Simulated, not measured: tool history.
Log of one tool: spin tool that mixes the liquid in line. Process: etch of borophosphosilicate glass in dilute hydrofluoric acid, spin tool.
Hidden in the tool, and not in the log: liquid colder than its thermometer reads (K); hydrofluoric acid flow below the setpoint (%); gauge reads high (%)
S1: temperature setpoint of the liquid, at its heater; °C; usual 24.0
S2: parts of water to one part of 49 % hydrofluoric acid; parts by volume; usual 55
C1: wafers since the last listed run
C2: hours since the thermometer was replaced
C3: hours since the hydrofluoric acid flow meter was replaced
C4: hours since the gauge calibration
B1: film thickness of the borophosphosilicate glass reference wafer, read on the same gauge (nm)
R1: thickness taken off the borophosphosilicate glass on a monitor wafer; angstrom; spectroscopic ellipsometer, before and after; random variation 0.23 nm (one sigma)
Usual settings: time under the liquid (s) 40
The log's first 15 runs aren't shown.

Run 16, day 10.592: usual settings but S1 21.0 °C, time under the liquid (s) 15; C1 171; C2 48.2; C3 1282.2; C4 119.8; B1 60.00. Result: R1 68.8 angstrom.
Run 17, day 11.233: usual settings but S1 22.0 °C, S2 65 parts by volume, time under the liquid (s) 30; C1 296; C2 63.6; C3 1297.6; C4 135.2; B1 60.01. Result: R1 119.9 angstrom.
Run 18, day 11.675: usual settings but S1 28.0 °C; C1 204; C2 74.2; C3 1308.2; C4 145.8; B1 59.96. Result: R1 251.1 angstrom.
Run 19, day 12.262: usual settings but S1 28.5 °C, S2 40 parts by volume, time under the liquid (s) 60; C1 271; C2 88.3; C3 1322.3; C4 159.9; B1 60.01. Result: R1 538.7 angstrom.
Run 20, day 12.917: usual settings but S1 21.0 °C, S2 45 parts by volume, time under the liquid (s) 30; C1 302; C2 104.0; C3 1338.0; C4 175.6; B1 59.98. Result: R1 171.8 angstrom.
At day 12.967: hydrofluoric acid flow meter replaced.
Run 21, day 13.271: usual settings but S1 23.0 °C, time under the liquid (s) 55; C1 144; C2 112.5; C3 7.3; C4 184.1; B1 60.01. Result: R1 307.0 angstrom.
Run 22, day 13.529: usual settings but S1 27.5 °C, S2 65 parts by volume, time under the liquid (s) 65; C1 119; C2 118.7; C3 13.5; C4 190.3; B1 60.03. Result: R1 365.1 angstrom.
Run 23, day 14.096: usual settings but S1 26.5 °C, S2 40 parts by volume, time under the liquid (s) 30; C1 261; C2 132.3; C3 27.1; C4 203.9; B1 59.99. Result: R1 272.6 angstrom.
Run 24, day 14.646: usual settings; C1 254; C2 145.5; C3 40.3; C4 217.1; B1 60.01. Result: R1 234.0 angstrom.
Run 25, day 15.279: usual settings but S1 28.5 °C; C1 292; C2 160.7; C3 55.5; C4 232.3; B1 59.99. Result: R1 276.3 angstrom.
At day 15.725: gauge calibrated.
Run 26, day 15.821: usual settings but S1 20.0 °C, time under the liquid (s) 15; C1 250; C2 173.7; C3 68.5; C4 2.3; B1 60.00. Result: R1 74.0 angstrom.
Run 27, day 16.221: usual settings but S1 22.5 °C, S2 80 parts by volume; C1 184; C2 183.3; C3 78.1; C4 11.9; B1 60.01. Result: R1 145.8 angstrom.
Run 28, day 16.558: usual settings; C1 156; C2 191.4; C3 86.2; C4 20.0; B1 60.06. Result: R1 235.2 angstrom.

Forecast run 29:
Run 29, day 16.871: usual settings; C1 144; C2 198.9; C3 93.7; C4 27.5; B1 ?. Result: R1 ?.

B1: 60.00
R1: 234.6 angstrom
Without the tool's hidden state the same run would have given R1 238.4 angstrom.
